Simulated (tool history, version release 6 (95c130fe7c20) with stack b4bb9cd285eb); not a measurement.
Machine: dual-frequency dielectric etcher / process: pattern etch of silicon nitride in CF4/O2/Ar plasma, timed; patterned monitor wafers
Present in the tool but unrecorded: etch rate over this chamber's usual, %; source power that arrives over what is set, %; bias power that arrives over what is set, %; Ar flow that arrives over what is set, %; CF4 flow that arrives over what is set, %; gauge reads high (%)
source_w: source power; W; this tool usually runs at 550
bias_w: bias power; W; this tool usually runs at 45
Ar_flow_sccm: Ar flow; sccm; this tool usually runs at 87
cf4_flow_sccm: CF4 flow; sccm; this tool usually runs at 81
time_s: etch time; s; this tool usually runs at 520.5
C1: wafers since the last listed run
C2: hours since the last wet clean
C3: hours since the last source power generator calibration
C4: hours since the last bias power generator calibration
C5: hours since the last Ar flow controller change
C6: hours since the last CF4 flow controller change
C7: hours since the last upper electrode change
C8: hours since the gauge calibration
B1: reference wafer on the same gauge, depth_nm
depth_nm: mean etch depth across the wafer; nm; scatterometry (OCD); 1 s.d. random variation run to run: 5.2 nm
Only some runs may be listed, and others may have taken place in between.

run 1 hour=0 | source_w=550 bias_w=45 Ar_flow_sccm=87 cf4_flow_sccm=81 time_s=520.5 | C1=0 C2=289.1 C3=4411.1 C4=3532.7 C5=2075 C6=3763.6 C7=2285.9 C8=93.9 | B1=901.5 | depth_nm=933
run 2 hour=6 | source_w=550 bias_w=45 Ar_flow_sccm=87 cf4_flow_sccm=81 time_s=520.5 | C1=24 C2=295.1 C3=4417.1 C4=3538.7 C5=2081 C6=3769.6 C7=2291.9 C8=99.9 | B1=900.4 | depth_nm=932.6
run 3 hour=19.5 | source_w=550 bias_w=51 Ar_flow_sccm=87 cf4_flow_sccm=81 time_s=520.5 | C1=54 C2=308.6 C3=4430.6 C4=3552.2 C5=2094.5 C6=3783.1 C7=2305.4 C8=113.4 | B1=901.9 | depth_nm=974
run 4 hour=29.3 | source_w=550 bias_w=51 Ar_flow_sccm=87 cf4_flow_sccm=81 time_s=520.5 | C1=39 C2=318.4 C3=4440.4 C4=3562 C5=2104.3 C6=3792.9 C7=2315.2 C8=123.2 | B1=902.7 | depth_nm=954.6
run 5 hour=46.6 | source_w=550 bias_w=45 Ar_flow_sccm=87 cf4_flow_sccm=81 time_s=520.5 | C1=69 C2=335.7 C3=4457.7 C4=3579.3 C5=2121.6 C6=3810.2 C7=2332.5 C8=140.5 | B1=900.2 | depth_nm=943.5
run 6 hour=57.6 | source_w=550 bias_w=45 Ar_flow_sccm=87 cf4_flow_sccm=81 time_s=520.5 | C1=44 C2=346.7 C3=4468.7 C4=3590.3 C5=2132.6 C6=3821.2 C7=2343.5 C8=151.5 | B1=900.7 | depth_nm=953.7
run 7 hour=69.6 | source_w=550 bias_w=45 Ar_flow_sccm=87 cf4_flow_sccm=81 time_s=520.5 | C1=48 C2=358.7 C3=4480.7 C4=3602.3 C5=2144.6 C6=3833.2 C7=2355.5 C8=163.5 | B1=901.3 | depth_nm=940.6
run 8 hour=83.5 | source_w=650 bias_w=45 Ar_flow_sccm=87 cf4_flow_sccm=81 time_s=520.5 | C1=55 C2=372.6 C3=4494.6 C4=3616.2 C5=2158.5 C6=3847.1 C7=2369.4 C8=177.4 | B1=902.8 | depth_nm=1072
-- hour=110.2 wet clean of the chamber
-- hour=128.7 upper electrode replaced, of another model than before
run 9 hour=129.2 | source_w=650 bias_w=45 Ar_flow_sccm=87 cf4_flow_sccm=81 time_s=520.5 | C1=12 C2=19 C3=4540.3 C4=3661.9 C5=2204.2 C6=3892.8 C7=0.5 C8=223.1 | B1=898.1 | depth_nm=999.6
run 10 hour=129.6 | source_w=550 bias_w=48 Ar_flow_sccm=67 cf4_flow_sccm=81 time_s=520.5 | C1=1 C2=19.4 C3=4540.7 C4=3662.3 C5=2204.6 C6=3893.2 C7=0.9 C8=223.5 | B1=901.9 | depth_nm=949.8
run 11 hour=130.1 | source_w=550 bias_w=45 Ar_flow_sccm=87 cf4_flow_sccm=81 time_s=520.5 | C1=2 C2=19.9 C3=4541.2 C4=3662.8 C5=2205.1 C6=3893.7 C7=1.4 C8=224 | B1=901.1 | depth_nm=911.1
run 12 hour=130.6 | source_w=550 bias_w=45 Ar_flow_sccm=87 cf4_flow_sccm=81 time_s=520.5 | C1=2 C2=20.4 C3=4541.7 C4=3663.3 C5=2205.6 C6=3894.2 C7=1.9 C8=224.5 | B1=898.8 | depth_nm=912.1
run 13 hour=139.2 | source_w=550 bias_w=49 Ar_flow_sccm=87 cf4_flow_sccm=81 time_s=418 | C1=34 C2=29 C3=4550.3 C4=3671.9 C5=2214.2 C6=3902.8 C7=10.5 C8=233.1 | B1=899.2 | depth_nm=745
run 14 hour=147.1 | source_w=550 bias_w=45 Ar_flow_sccm=103 cf4_flow_sccm=67 time_s=584 | C1=31 C2=36.9 C3=4558.2 C4=3679.8 C5=2222.1 C6=3910.7 C7=18.4 C8=241 | B1=900.5 | depth_nm=975.3
-- hour=162.1 gauge calibrated
run 15 hour=164.1 | source_w=550 bias_w=45 Ar_flow_sccm=87 cf4_flow_sccm=81 time_s=520.5 | C1=68 C2=53.9 C3=4575.2 C4=3696.8 C5=2239.1 C6=3927.7 C7=35.4 C8=2 | B1=900.2 | depth_nm=911.7
-- hour=176.9 bias power generator calibrated
-- hour=198 Ar flow controller replaced
-- hour=198.8 source power generator calibrated
run 16 hour=200.6 | source_w=610 bias_w=55 Ar_flow_sccm=87 cf4_flow_sccm=66 time_s=433.5 | C1=103 C2=90.4 C3=1.8 C4=23.7 C5=2.6 C6=3964.2 C7=71.9 C8=38.5 | B1=901.4 | depth_nm=816.6
-- hour=232.6 CF4 flow controller replaced
run 17 hour=233.1 | source_w=440 bias_w=45 Ar_flow_sccm=87 cf4_flow_sccm=93 time_s=520.5 | C1=106 C2=122.9 C3=34.3 C4=56.2 C5=35.1 C6=0.5 C7=104.4 C8=71 | B1=904 | depth_nm=827.1
run 18 hour=238.8 | source_w=550 bias_w=45 Ar_flow_sccm=87 cf4_flow_sccm=81 time_s=520.5 | C1=22 C2=128.6 C3=40 C4=61.9 C5=40.8 C6=6.2 C7=110.1 C8=76.7 | B1=901.3 | depth_nm=914.4
run 19 hour=256.3 | source_w=550 bias_w=45 Ar_flow_sccm=87 cf4_flow_sccm=81 time_s=439 | C1=70 C2=146.1 C3=57.5 C4=79.4 C5=58.3 C6=23.7 C7=127.6 C8=94.2 | B1=899.1 | depth_nm=784.2
run 20 hour=286.9 | source_w=550 bias_w=39 Ar_flow_sccm=87 cf4_flow_sccm=81 time_s=520.5 | C1=123 C2=176.7 C3=88.1 C4=110 C5=88.9 C6=54.3 C7=158.2 C8=124.8 | B1=901.3 | depth_nm=914.2
run 21 hour=299.5 | source_w=680 bias_w=45 Ar_flow_sccm=87 cf4_flow_sccm=65 time_s=520.5 | C1=50 C2=189.3 C3=100.7 C4=122.6 C5=101.5 C6=66.9 C7=170.8 C8=137.4 | B1=903.2 | depth_nm=1020.3

How would selected steps in depth_nm from run to run divide? Give the signed amount a tool lacking its hidden state would still show from settings, what came in and random variation, and the signed amount left for the hidden state, including any gauge scatter that is not in both of the compared results.
Run 7 -> 8: source_w 550 -> 650. depth_nm +131.4 nm: hidden state +6.9, all else +124.5.
Run 8 -> 9: wet clean of the chamber, upper electrode replaced, of another model than before. depth_nm -72.4 nm: hidden state -38.7, all else -33.7.
Run 12 -> 13: bias_w 45 -> 49, time_s 520.5 -> 418. depth_nm -167.1 nm: hidden state -0.4, all else -166.7.
Run 13 -> 14: bias_w 49 -> 45, Ar_flow_sccm 87 -> 103, cf4_flow_sccm 81 -> 67, time_s 418 -> 584. depth_nm +230.3 nm: hidden state +2.8, all else +227.5.

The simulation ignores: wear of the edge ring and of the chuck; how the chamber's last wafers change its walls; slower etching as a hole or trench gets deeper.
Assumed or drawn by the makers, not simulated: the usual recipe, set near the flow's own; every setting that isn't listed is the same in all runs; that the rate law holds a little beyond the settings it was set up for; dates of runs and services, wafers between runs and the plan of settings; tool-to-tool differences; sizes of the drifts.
